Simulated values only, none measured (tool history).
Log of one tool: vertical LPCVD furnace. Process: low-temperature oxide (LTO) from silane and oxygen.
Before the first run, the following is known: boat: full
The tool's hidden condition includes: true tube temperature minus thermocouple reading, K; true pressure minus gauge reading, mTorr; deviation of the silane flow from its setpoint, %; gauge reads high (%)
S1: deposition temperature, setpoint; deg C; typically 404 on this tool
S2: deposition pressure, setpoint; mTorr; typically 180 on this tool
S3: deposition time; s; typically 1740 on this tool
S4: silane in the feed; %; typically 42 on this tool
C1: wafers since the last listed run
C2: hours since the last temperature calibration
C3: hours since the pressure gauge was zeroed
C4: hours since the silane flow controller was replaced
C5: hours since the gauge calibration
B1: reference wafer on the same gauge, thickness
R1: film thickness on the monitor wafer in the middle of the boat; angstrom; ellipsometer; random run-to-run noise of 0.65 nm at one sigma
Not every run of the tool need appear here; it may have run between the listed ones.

{"run": 1, "hour": 0.0, "S1": 404, "S2": 180, "S3": 1740, "S4": 42, "C1": 0, "C2": 2349.5, "C3": 1519.6, "C4": 4663.5, "C5": 487.5, "B1": 232.01, "R1": 2760.9}
{"run": 2, "hour": 10.4, "S1": 404, "S2": 180, "S3": 1740, "S4": 42, "C1": 119, "C2": 2359.9, "C3": 1530, "C4": 4673.9, "C5": 497.9, "B1": 231.91, "R1": 2755.5}
{"run": 3, "hour": 20.1, "S1": 404, "S2": 180, "S3": 1740, "S4": 42, "C1": 111, "C2": 2369.6, "C3": 1539.7, "C4": 4683.6, "C5": 507.6, "B1": 231.98, "R1": 2751.7}
{"run": 4, "hour": 36.3, "S1": 404, "S2": 180, "S3": 1740, "S4": 42, "C1": 186, "C2": 2385.8, "C3": 1555.9, "C4": 4699.8, "C5": 523.8, "B1": 231.87, "R1": 2751.3}
{"run": 5, "hour": 50.5, "S1": 404, "S2": 180, "S3": 1740, "S4": 42, "C1": 163, "C2": 2400, "C3": 1570.1, "C4": 4714, "C5": 538, "B1": 231.93, "R1": 2746.2}
{"hour": 84.6, "done": "pressure gauge zeroed"}
{"hour": 87.3, "done": "thermocouples replaced and temperature profile calibrated"}
{"run": 6, "hour": 92.8, "S1": 404, "S2": 180, "S3": 1740, "S4": 42, "C1": 179, "C2": 5.5, "C3": 8.2, "C4": 4756.3, "C5": 580.3, "B1": 232.16, "R1": 2538.3}
{"hour": 105.6, "done": "gauge calibrated"}
{"run": 7, "hour": 112.8, "S1": 404, "S2": 180, "S3": 1740, "S4": 42, "C1": 230, "C2": 25.5, "C3": 28.2, "C4": 4776.3, "C5": 7.2, "B1": 232.15, "R1": 2547.2}
{"run": 8, "hour": 160.4, "S1": 404, "S2": 180, "S3": 1740, "S4": 42, "C1": 548, "C2": 73.1, "C3": 75.8, "C4": 4823.9, "C5": 54.8, "B1": 232.11, "R1": 2564.9}
{"run": 9, "hour": 177.2, "S1": 404, "S2": 180, "S3": 2370, "S4": 42, "C1": 193, "C2": 89.9, "C3": 92.6, "C4": 4840.7, "C5": 71.6, "B1": 232, "R1": 3500.1}
{"run": 10, "hour": 186.1, "S1": 409, "S2": 160, "S3": 1350, "S4": 47, "C1": 102, "C2": 98.8, "C3": 101.5, "C4": 4849.6, "C5": 80.5, "B1": 232.1, "R1": 2097.4}
{"run": 11, "hour": 200.6, "S1": 404, "S2": 180, "S3": 1740, "S4": 42, "C1": 167, "C2": 113.3, "C3": 116, "C4": 4864.1, "C5": 95, "B1": 232.09, "R1": 2570.3}
{"run": 12, "hour": 209.9, "S1": 396, "S2": 180, "S3": 1740, "S4": 35, "C1": 107, "C2": 122.6, "C3": 125.3, "C4": 4873.4, "C5": 104.3, "B1": 232.03, "R1": 1884.5}
{"run": 13, "hour": 249.2, "S1": 404, "S2": 180, "S3": 1230, "S4": 42, "C1": 452, "C2": 161.9, "C3": 164.6, "C4": 4912.7, "C5": 143.6, "B1": 232.19, "R1": 1836.3}
{"run": 14, "hour": 260.2, "S1": 404, "S2": 180, "S3": 1740, "S4": 42, "C1": 126, "C2": 172.9, "C3": 175.6, "C4": 4923.7, "C5": 154.6, "B1": 231.88, "R1": 2586.1}
{"run": 15, "hour": 266.5, "S1": 404, "S2": 180, "S3": 1740, "S4": 42, "C1": 72, "C2": 179.2, "C3": 181.9, "C4": 4930, "C5": 160.9, "B1": 232.16, "R1": 2599.7}
{"run": 16, "hour": 273.0, "S1": 404, "S2": 180, "S3": 1740, "S4": 42, "C1": 74, "C2": 185.7, "C3": 188.4, "C4": 4936.5, "C5": 167.4, "B1": 232.04, "R1": 2600.8}
{"run": 17, "hour": 284.0, "S1": 404, "S2": 180, "S3": 1950, "S4": 42, "C1": 126, "C2": 196.7, "C3": 199.4, "C4": 4947.5, "C5": 178.4, "B1": 231.93, "R1": 2911}
{"hour": 319.0, "done": "silane flow controller replaced"}
{"run": 18, "hour": 319.5, "S1": 398, "S2": 205, "S3": 1740, "S4": 35, "C1": 132, "C2": 232.2, "C3": 234.9, "C4": 0.5, "C5": 213.9, "B1": 231.82, "R1": 2209.3}
{"run": 19, "hour": 334.2, "S1": 404, "S2": 160, "S3": 2220, "S4": 42, "C1": 169, "C2": 246.9, "C3": 249.6, "C4": 15.2, "C5": 228.6, "B1": 232.01, "R1": 2962.6}
{"run": 20, "hour": 343.8, "S1": 404, "S2": 180, "S3": 1410, "S4": 42, "C1": 110, "C2": 256.5, "C3": 259.2, "C4": 24.8, "C5": 238.2, "B1": 231.84, "R1": 2121.8}
{"run": 21, "hour": 354.6, "S1": 404, "S2": 200, "S3": 1200, "S4": 38, "C1": 124, "C2": 267.3, "C3": 270, "C4": 35.6, "C5": 249, "B1": 232.05, "R1": 1784.5}
{"run": 22, "hour": 372.5, "S1": 404, "S2": 140, "S3": 1740, "S4": 42, "C1": 206, "C2": 285.2, "C3": 287.9, "C4": 53.5, "C5": 266.9, "B1": 231.82, "R1": 2050.2}
{"run": 23, "hour": 383.5, "S1": 404, "S2": 180, "S3": 2190, "S4": 38, "C1": 126, "C2": 296.2, "C3": 298.9, "C4": 64.5, "C5": 277.9, "B1": 231.84, "R1": 2925.5}
{"run": 24, "hour": 400.1, "S1": 404, "S2": 180, "S3": 2190, "S4": 42, "C1": 191, "C2": 312.8, "C3": 315.5, "C4": 81.1, "C5": 294.5, "B1": 231.73, "R1": 3308.8}
{"run": 25, "hour": 410.5, "S1": 404, "S2": 225, "S3": 2370, "S4": 47, "C1": 119, "C2": 323.2, "C3": 325.9, "C4": 91.5, "C5": 304.9, "B1": 231.97, "R1": 4980.1}
{"run": 26, "hour": 421.1, "S1": 404, "S2": 180, "S3": 1740, "S4": 38, "C1": 122, "C2": 333.8, "C3": 336.5, "C4": 102.1, "C5": 315.5, "B1": 232.11, "R1": 2339.7}
{"run": 27, "hour": 437.3, "S1": 404, "S2": 165, "S3": 1740, "S4": 42, "C1": 186, "C2": 350, "C3": 352.7, "C4": 118.3, "C5": 331.7, "B1": 231.86, "R1": 2422}
{"run": 28, "hour": 444.7, "S1": 404, "S2": 155, "S3": 2100, "S4": 50, "C1": 85, "C2": 357.4, "C3": 360.1, "C4": 125.7, "C5": 339.1, "B1": 232.07, "R1": 3255.3}
{"run": 29, "hour": 456.0, "S1": 412, "S2": 180, "S3": 2370, "S4": 39, "C1": 130, "C2": 368.7, "C3": 371.4, "C4": 137, "C5": 350.4, "B1": 231.99, "R1": 3585.2}
{"run": 30, "hour": 472.7, "S1": 400, "S2": 180, "S3": 1980, "S4": 42, "C1": 192, "C2": 385.4, "C3": 388.1, "C4": 153.7, "C5": 367.1, "B1": 231.84, "R1": 2875.4}

State the hidden condition of the tool at each of the runs:
deviation of the silane flow from its setpoint, %: 0 on each run
gauge reads high (%): 0 on each run
H1: true tube temperature minus thermocouple reading, K
H2: true pressure minus gauge reading, mTorr
run=1 H1=4.07 H2=8.54
run=2 H1=4.07 H2=8.55
run=3 H1=4.08 H2=8.56
run=4 H1=4.08 H2=8.57
run=5 H1=4.08 H2=8.59
run=6 H1=0.663 H2=0.311
run=7 H1=0.77 H2=0.58
run=8 H1=1.01 H2=1.19
run=9 H1=1.09 H2=1.39
run=10 H1=1.14 H2=1.49
run=11 H1=1.21 H2=1.66
run=12 H1=1.25 H2=1.77
run=13 H1=1.43 H2=2.19
run=14 H1=1.48 H2=2.31
run=15 H1=1.5 H2=2.37
run=16 H1=1.53 H2=2.44
run=17 H1=1.58 H2=2.55
run=18 H1=1.72 H2=2.89
run=19 H1=1.78 H2=3.02
run=20 H1=1.82 H2=3.11
run=21 H1=1.86 H2=3.21
run=22 H1=1.93 H2=3.36
run=23 H1=1.97 H2=3.45
run=24 H1=2.03 H2=3.59
run=25 H1=2.07 H2=3.67
run=26 H1=2.11 H2=3.76
run=27 H1=2.16 H2=3.88
run=28 H1=2.19 H2=3.94
run=29 H1=2.23 H2=4.02
run=30 H1=2.28 H2=4.14

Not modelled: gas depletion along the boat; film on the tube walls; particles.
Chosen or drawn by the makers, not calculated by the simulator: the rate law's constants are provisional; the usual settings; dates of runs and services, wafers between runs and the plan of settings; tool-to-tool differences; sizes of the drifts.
